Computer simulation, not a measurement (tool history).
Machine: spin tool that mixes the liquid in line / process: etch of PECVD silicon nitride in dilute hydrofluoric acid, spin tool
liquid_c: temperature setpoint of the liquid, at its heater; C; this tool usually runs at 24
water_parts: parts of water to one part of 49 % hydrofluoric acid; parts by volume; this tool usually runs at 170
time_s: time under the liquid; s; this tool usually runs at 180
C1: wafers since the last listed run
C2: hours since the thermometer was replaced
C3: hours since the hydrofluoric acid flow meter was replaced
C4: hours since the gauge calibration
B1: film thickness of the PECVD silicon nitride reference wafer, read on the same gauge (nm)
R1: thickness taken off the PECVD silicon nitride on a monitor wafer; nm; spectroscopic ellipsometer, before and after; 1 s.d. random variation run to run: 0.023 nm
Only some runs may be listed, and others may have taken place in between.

run 1 hour=0 | liquid_c=24 water_parts=170 time_s=180 | C1=0 C2=437 C3=568.3 C4=85.3 | B1=40.011 | R1=2.055
run 2 hour=11.7 | liquid_c=24 water_parts=170 time_s=180 | C1=104 C2=448.7 C3=580 C4=97 | B1=40.008 | R1=2.032
run 3 hour=28.3 | liquid_c=24 water_parts=170 time_s=180 | C1=147 C2=465.3 C3=596.6 C4=113.6 | B1=40.032 | R1=1.991
run 4 hour=43.5 | liquid_c=24 water_parts=170 time_s=180 | C1=135 C2=480.5 C3=611.8 C4=128.8 | B1=40.012 | R1=1.952
run 5 hour=59.3 | liquid_c=24 water_parts=170 time_s=240 | C1=140 C2=496.3 C3=627.6 C4=144.6 | B1=40.001 | R1=2.626
run 6 hour=70.6 | liquid_c=24 water_parts=170 time_s=240 | C1=100 C2=507.6 C3=638.9 C4=155.9 | B1=39.986 | R1=2.591
run 7 hour=84.1 | liquid_c=24 water_parts=170 time_s=240 | C1=120 C2=521.1 C3=652.4 C4=169.4 | B1=39.988 | R1=2.601
-- hour=87.9 hydrofluoric acid flow meter replaced
run 8 hour=99.2 | liquid_c=24 water_parts=170 time_s=180 | C1=125 C2=536.2 C3=11.3 C4=184.5 | B1=39.965 | R1=2.147
run 9 hour=109.4 | liquid_c=24 water_parts=170 time_s=180 | C1=90 C2=546.4 C3=21.5 C4=194.7 | B1=40.009 | R1=2.149
run 10 hour=116.1 | liquid_c=24 water_parts=170 time_s=180 | C1=59 C2=553.1 C3=28.2 C4=201.4 | B1=40.008 | R1=2.144
-- hour=124.8 thermometer replaced
run 11 hour=168.8 | liquid_c=24 water_parts=170 time_s=250 | C1=460 C2=44 C3=80.9 C4=254.1 | B1=39.992 | R1=3.204
run 12 hour=177 | liquid_c=28 water_parts=245 time_s=285 | C1=73 C2=52.2 C3=89.1 C4=262.3 | B1=40.011 | R1=3.314
run 13 hour=184.6 | liquid_c=25.5 water_parts=210 time_s=290 | C1=67 C2=59.8 C3=96.7 C4=269.9 | B1=40.027 | R1=3.268
-- hour=200.2 gauge calibrated
run 14 hour=200.9 | liquid_c=24 water_parts=170 time_s=180 | C1=145 C2=76.1 C3=113 C4=0.7 | B1=39.997 | R1=2.257
run 15 hour=216.2 | liquid_c=24 water_parts=170 time_s=180 | C1=136 C2=91.4 C3=128.3 C4=16 | B1=40.025 | R1=2.282
run 16 hour=230.5 | liquid_c=24 water_parts=170 time_s=180 | C1=127 C2=105.7 C3=142.6 C4=30.3 | B1=39.972 | R1=2.239
run 17 hour=237.6 | liquid_c=24 water_parts=170 time_s=180 | C1=63 C2=112.8 C3=149.7 C4=37.4 | B1=39.992 | R1=2.246
run 18 hour=244.5 | liquid_c=27 water_parts=170 time_s=180 | C1=61 C2=119.7 C3=156.6 C4=44.3 | B1=39.97 | R1=2.758
run 19 hour=252.9 | liquid_c=28.5 water_parts=170 time_s=270 | C1=74 C2=128.1 C3=165 C4=52.7 | B1=40.027 | R1=4.393
run 20 hour=266.4 | liquid_c=28 water_parts=140 time_s=265 | C1=120 C2=141.6 C3=178.5 C4=66.2 | B1=40.027 | R1=5.185

Hidden state or all else? Some run-to-run changes of R1, split into what the settings, what came in and random variation would give without the hidden state, and what is left for the hidden state (with any gauge scatter that isn't in both results):
Hidden state present: liquid colder than its thermometer reads (K); hydrofluoric acid flow below the setpoint (%); gauge reads high (%).
Run 4 -> 5: time_s 180 -> 240. R1 +0.674 nm: hidden state -0.167, all else +0.841.
Run 7 -> 8: time_s 240 -> 180, hydrofluoric acid flow meter replaced. R1 -0.454 nm: hidden state +0.367, all else -0.821.
Run 10 -> 11: time_s 180 -> 250, thermometer replaced. R1 +1.06 nm: hidden state +0.124, all else +0.936.
Run 18 -> 19: liquid_c 27 -> 28.5, time_s 180 -> 270. R1 +1.635 nm: hidden state -0.132, all else +1.767.
